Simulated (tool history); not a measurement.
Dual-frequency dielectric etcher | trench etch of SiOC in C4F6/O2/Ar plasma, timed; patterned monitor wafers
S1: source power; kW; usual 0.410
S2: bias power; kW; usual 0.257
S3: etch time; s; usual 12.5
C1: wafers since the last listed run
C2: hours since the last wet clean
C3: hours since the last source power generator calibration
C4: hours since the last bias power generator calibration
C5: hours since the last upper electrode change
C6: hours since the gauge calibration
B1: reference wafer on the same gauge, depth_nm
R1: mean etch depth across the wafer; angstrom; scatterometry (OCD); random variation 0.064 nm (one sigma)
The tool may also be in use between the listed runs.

run 1 hour=0.0 | S1=0.370 S2=0.257 S3=12.5 | C1=0 C2=410.3 C3=1439.7 C4=2165.9 C5=1985.4 C6=584.0 | B1=22.40 | R1=253.5
run 2 hour=85.9 | S1=0.370 S2=0.257 S3=12.5 | C1=1556 C2=496.2 C3=1525.6 C4=2251.8 C5=2071.3 C6=669.9 | B1=22.39 | R1=251.0
-- hour=191.3 wet clean of the chamber
run 3 hour=191.8 | S1=0.410 S2=0.257 S3=12.5 | C1=1484 C2=0.5 C3=1631.5 C4=2357.7 C5=2177.2 C6=775.8 | B1=22.40 | R1=264.2
run 4 hour=244.2 | S1=0.410 S2=0.257 S3=12.5 | C1=949 C2=52.9 C3=1683.9 C4=2410.1 C5=2229.6 C6=828.2 | B1=22.37 | R1=263.0
run 5 hour=329.2 | S1=0.410 S2=0.257 S3=12.5 | C1=1540 C2=137.9 C3=1768.9 C4=2495.1 C5=2314.6 C6=913.2 | B1=22.37 | R1=261.3
run 6 hour=429.7 | S1=0.410 S2=0.257 S3=14.0 | C1=1821 C2=238.4 C3=1869.4 C4=2595.6 C5=2415.1 C6=1013.7 | B1=22.38 | R1=292.2
run 7 hour=488.9 | S1=0.410 S2=0.257 S3=14.0 | C1=1072 C2=297.6 C3=1928.6 C4=2654.8 C5=2474.3 C6=1072.9 | B1=22.42 | R1=291.5
run 8 hour=590.5 | S1=0.410 S2=0.257 S3=12.5 | C1=1840 C2=399.2 C3=2030.2 C4=2756.4 C5=2575.9 C6=1174.5 | B1=22.38 | R1=258.6
run 9 hour=653.0 | S1=0.410 S2=0.257 S3=12.5 | C1=1132 C2=461.7 C3=2092.7 C4=2818.9 C5=2638.4 C6=1237.0 | B1=22.40 | R1=257.2
run 10 hour=733.3 | S1=0.410 S2=0.257 S3=12.5 | C1=1455 C2=542.0 C3=2173.0 C4=2899.2 C5=2718.7 C6=1317.3 | B1=22.42 | R1=257.0
run 11 hour=779.9 | S1=0.410 S2=0.289 S3=15.0 | C1=844 C2=588.6 C3=2219.6 C4=2945.8 C5=2765.3 C6=1363.9 | B1=22.40 | R1=320.9
-- hour=832.2 wet clean of the chamber
run 12 hour=859.8 | S1=0.410 S2=0.289 S3=15.0 | C1=1012 C2=27.6 C3=2299.5 C4=3025.7 C5=2845.2 C6=1443.8 | B1=22.41 | R1=328.8
run 13 hour=948.2 | S1=0.410 S2=0.257 S3=12.5 | C1=1601 C2=116.0 C3=2387.9 C4=3114.1 C5=2933.6 C6=1532.2 | B1=22.39 | R1=260.3
run 14 hour=1039.2 | S1=0.340 S2=0.305 S3=12.5 | C1=1648 C2=207.0 C3=2478.9 C4=3205.1 C5=3024.6 C6=1623.2 | B1=22.36 | R1=261.2
-- hour=1059.8 gauge calibrated
run 15 hour=1102.6 | S1=0.410 S2=0.257 S3=12.5 | C1=1148 C2=270.4 C3=2542.3 C4=3268.5 C5=3088.0 C6=42.8 | B1=22.37 | R1=258.3
-- hour=1127.0 upper electrode replaced
run 16 hour=1186.9 | S1=0.500 S2=0.257 S3=14.0 | C1=1092 C2=354.7 C3=2626.6 C4=3352.8 C5=59.9 C6=127.1 | B1=22.38 | R1=305.2
run 17 hour=1253.5 | S1=0.440 S2=0.239 S3=15.5 | C1=1206 C2=421.3 C3=2693.2 C4=3419.4 C5=126.5 C6=193.7 | B1=22.40 | R1=316.1

Forecast run 18:
run 18 hour=1322.2 | S1=0.410 S2=0.204 S3=12.5 | C1=1244 C2=490.0 C3=2761.9 C4=3488.1 C5=195.2 C6=262.4 | B1=? | R1=?

{"run 18": {"B1": 22.4, "R1": 233.7}}
Without the tool's hidden state the same run would have given R1 243.7 angstrom.

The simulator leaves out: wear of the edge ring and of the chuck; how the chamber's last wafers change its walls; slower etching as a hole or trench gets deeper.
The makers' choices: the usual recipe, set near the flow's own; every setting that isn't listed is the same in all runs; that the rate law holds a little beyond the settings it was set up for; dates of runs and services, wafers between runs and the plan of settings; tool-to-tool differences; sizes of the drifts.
